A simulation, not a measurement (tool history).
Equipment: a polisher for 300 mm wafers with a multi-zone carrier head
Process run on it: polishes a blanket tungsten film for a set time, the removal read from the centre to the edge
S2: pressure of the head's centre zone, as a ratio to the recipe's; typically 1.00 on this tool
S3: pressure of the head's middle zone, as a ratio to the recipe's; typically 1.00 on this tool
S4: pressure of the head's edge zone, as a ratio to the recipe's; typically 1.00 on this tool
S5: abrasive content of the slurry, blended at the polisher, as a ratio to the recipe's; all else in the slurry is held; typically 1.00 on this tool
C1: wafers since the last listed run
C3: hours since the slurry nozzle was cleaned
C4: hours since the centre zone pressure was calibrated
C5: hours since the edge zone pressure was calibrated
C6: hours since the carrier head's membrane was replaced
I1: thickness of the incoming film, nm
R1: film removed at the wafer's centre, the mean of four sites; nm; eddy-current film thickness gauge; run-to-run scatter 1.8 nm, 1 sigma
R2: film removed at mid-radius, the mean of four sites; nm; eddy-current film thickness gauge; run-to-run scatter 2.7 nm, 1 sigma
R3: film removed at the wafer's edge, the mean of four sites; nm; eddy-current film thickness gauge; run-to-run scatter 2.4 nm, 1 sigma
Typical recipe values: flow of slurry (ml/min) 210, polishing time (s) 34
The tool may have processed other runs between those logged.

run 1 hour=0.0 | flow_of_slurry_(ml/min)=210 S2=1.00 S3=1.00 S4=0.93 S5=1.00 polishing_time_(s)=34 | C1=0 wafers_polished_on_this_pad=600 C3=454.2 C4=1282.4 C5=499.4 C6=1464.2 | I1=1476.3 | R1=174.5 R2=178.8 R3=162.5
-- hour=9.1 worn pad replaced by a new one
run 2 hour=10.8 | flow_of_slurry_(ml/min)=210 S2=1.00 S3=1.00 S4=0.93 S5=1.00 polishing_time_(s)=34 | C1=72 wafers_polished_on_this_pad=18 C3=465.0 C4=1293.2 C5=510.2 C6=1475.0 | I1=1493.1 | R1=184.9 R2=185.6 R3=175.9
run 3 hour=21.0 | flow_of_slurry_(ml/min)=210 S2=1.00 S3=1.00 S4=1.00 S5=1.00 polishing_time_(s)=34 | C1=108 wafers_polished_on_this_pad=126 C3=475.2 C4=1303.4 C5=520.4 C6=1485.2 | I1=1522.4 | R1=180.0 R2=181.7 R3=178.3
run 4 hour=33.6 | flow_of_slurry_(ml/min)=210 S2=1.00 S3=1.00 S4=1.00 S5=1.00 polishing_time_(s)=30 | C1=133 wafers_polished_on_this_pad=260 C3=487.8 C4=1316.0 C5=533.0 C6=1497.8 | I1=1507.8 | R1=155.4 R2=157.0 R3=154.1
run 5 hour=46.3 | flow_of_slurry_(ml/min)=210 S2=1.00 S3=1.00 S4=1.00 S5=1.00 polishing_time_(s)=30 | C1=134 wafers_polished_on_this_pad=394 C3=500.5 C4=1328.7 C5=545.7 C6=1510.5 | I1=1495.4 | R1=152.8 R2=154.4 R3=150.0
run 6 hour=59.9 | flow_of_slurry_(ml/min)=210 S2=1.00 S3=1.00 S4=1.00 S5=1.00 polishing_time_(s)=34 | C1=144 wafers_polished_on_this_pad=539 C3=514.1 C4=1342.3 C5=559.3 C6=1524.1 | I1=1491.9 | R1=171.1 R2=172.3 R3=169.7
-- hour=69.1 worn pad replaced by a new one
run 7 hour=71.9 | flow_of_slurry_(ml/min)=210 S2=1.00 S3=1.00 S4=1.00 S5=1.00 polishing_time_(s)=34 | C1=84 wafers_polished_on_this_pad=29 C3=526.1 C4=1354.3 C5=571.3 C6=1536.1 | I1=1526.1 | R1=185.7 R2=186.7 R3=189.6
run 8 hour=78.2 | flow_of_slurry_(ml/min)=210 S2=1.00 S3=1.00 S4=1.00 S5=1.00 polishing_time_(s)=34 | C1=66 wafers_polished_on_this_pad=96 C3=532.4 C4=1360.6 C5=577.6 C6=1542.4 | I1=1503.0 | R1=183.7 R2=188.8 R3=180.6
run 9 hour=94.4 | flow_of_slurry_(ml/min)=275 S2=1.05 S3=1.00 S4=1.00 S5=0.80 polishing_time_(s)=34 | C1=171 wafers_polished_on_this_pad=268 C3=548.6 C4=1376.8 C5=593.8 C6=1558.6 | I1=1488.3 | R1=182.9 R2=177.9 R3=170.2
-- hour=105.2 carrier head's membrane replaced by a new one
-- hour=105.3 edge zone pressure recalibrated
-- hour=105.7 centre zone pressure recalibrated
-- hour=128.3 slurry nozzle cleaned
-- hour=130.0 worn pad replaced by a new one, of another model than before
run 10 hour=130.5 | flow_of_slurry_(ml/min)=210 S2=0.95 S3=0.96 S4=1.00 S5=1.00 polishing_time_(s)=34 | C1=296 wafers_polished_on_this_pad=5 C3=2.2 C4=24.8 C5=25.2 C6=25.3 | I1=1489.5 | R1=178.3 R2=183.3 R3=185.1
run 11 hour=146.0 | flow_of_slurry_(ml/min)=210 S2=1.00 S3=1.00 S4=1.00 S5=0.85 polishing_time_(s)=38 | C1=164 wafers_polished_on_this_pad=169 C3=17.7 C4=40.3 C5=40.7 C6=40.8 | I1=1509.3 | R1=194.1 R2=198.1 R3=187.2
run 12 hour=152.7 | flow_of_slurry_(ml/min)=170 S2=1.11 S3=1.09 S4=0.97 S5=1.00 polishing_time_(s)=34 | C1=71 wafers_polished_on_this_pad=240 C3=24.4 C4=47.0 C5=47.4 C6=47.5 | I1=1490.7 | R1=185.5 R2=178.4 R3=164.1
run 13 hour=160.0 | flow_of_slurry_(ml/min)=210 S2=1.00 S3=1.00 S4=1.00 S5=1.00 polishing_time_(s)=34 | C1=77 wafers_polished_on_this_pad=318 C3=31.7 C4=54.3 C5=54.7 C6=54.8 | I1=1496.6 | R1=174.9 R2=173.2 R3=170.4
run 14 hour=175.3 | flow_of_slurry_(ml/min)=210 S2=1.00 S3=1.00 S4=1.00 S5=1.00 polishing_time_(s)=34 | C1=162 wafers_polished_on_this_pad=480 C3=47.0 C4=69.6 C5=70.0 C6=70.1 | I1=1479.2 | R1=172.2 R2=177.4 R3=171.4

For each run, what was the tool's unlogged condition?
slurry flow missing at the pad, %: 0 at every run
deviation of the centre zone's pressure from its setpoint, %: 0 at every run
deviation of the edge zone's pressure from its setpoint, %: 0 at every run
H1: removal rate lost through wear of the pad, %
run=1 H1=8.87
run=2 H1=2.1
run=3 H1=5.39
run=4 H1=7.8
run=5 H1=9.15
run=6 H1=9.94
run=7 H1=1.78
run=8 H1=3.89
run=9 H1=7.17
run=10 H1=1.35
run=11 H1=6.08
run=12 H1=7.29
run=13 H1=8.24
run=14 H1=9.43
